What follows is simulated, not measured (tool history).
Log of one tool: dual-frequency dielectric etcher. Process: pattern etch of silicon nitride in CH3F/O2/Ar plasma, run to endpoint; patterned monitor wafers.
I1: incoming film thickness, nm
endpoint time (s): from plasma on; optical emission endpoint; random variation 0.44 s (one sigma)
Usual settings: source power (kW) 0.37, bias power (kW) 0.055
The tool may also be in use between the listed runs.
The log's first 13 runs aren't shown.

Run 14, hour 143.4: usual settings; I1 38.35. Result: endpoint time (s) 56.5.
Run 15, hour 159.9: usual settings but bias power (kW) 0.051; I1 37.84. Result: endpoint time (s) 57.8.
Run 16, hour 174.3: usual settings but source power (kW) 0.46, bias power (kW) 0.047; I1 38.18. Result: endpoint time (s) 57.4.
Run 17, hour 181.6: usual settings; I1 37.79. Result: endpoint time (s) 55.2.
Run 18, hour 195.9: usual settings but source power (kW) 0.33, bias power (kW) 0.064; I1 38.18. Result: endpoint time (s) 53.5.
Run 19, hour 208.5: usual settings but source power (kW) 0.29, bias power (kW) 0.051; I1 38.16. Result: endpoint time (s) 60.5.
At hour 219: source power generator calibrated.
Run 20, hour 226: usual settings but bias power (kW) 0.06; I1 37.8. Result: endpoint time (s) 53.6.
Run 21, hour 232.6: usual settings but source power (kW) 0.42, bias power (kW) 0.046; I1 37.97. Result: endpoint time (s) 58.2.
Run 22, hour 246.4: usual settings but source power (kW) 0.33, bias power (kW) 0.048; I1 37.59. Result: endpoint time (s) 59.2.
Run 23, hour 258.4: usual settings but source power (kW) 0.3; I1 38.22. Result: endpoint time (s) 57.3.
Run 24, hour 273.3: usual settings; I1 37.91. Result: endpoint time (s) 55.2.

Run 25 comes next. What will it give?
At hour 317.2: upper electrode replaced.
At hour 321.4: bias power generator calibrated.
Run 25, hour 321.9: usual settings but source power (kW) 0.31, bias power (kW) 0.065; I1 38.31. Result: endpoint time (s) ?.

endpoint time (s): 53.5
Without the tool's hidden state the same run would have given endpoint time (s) 56.8.
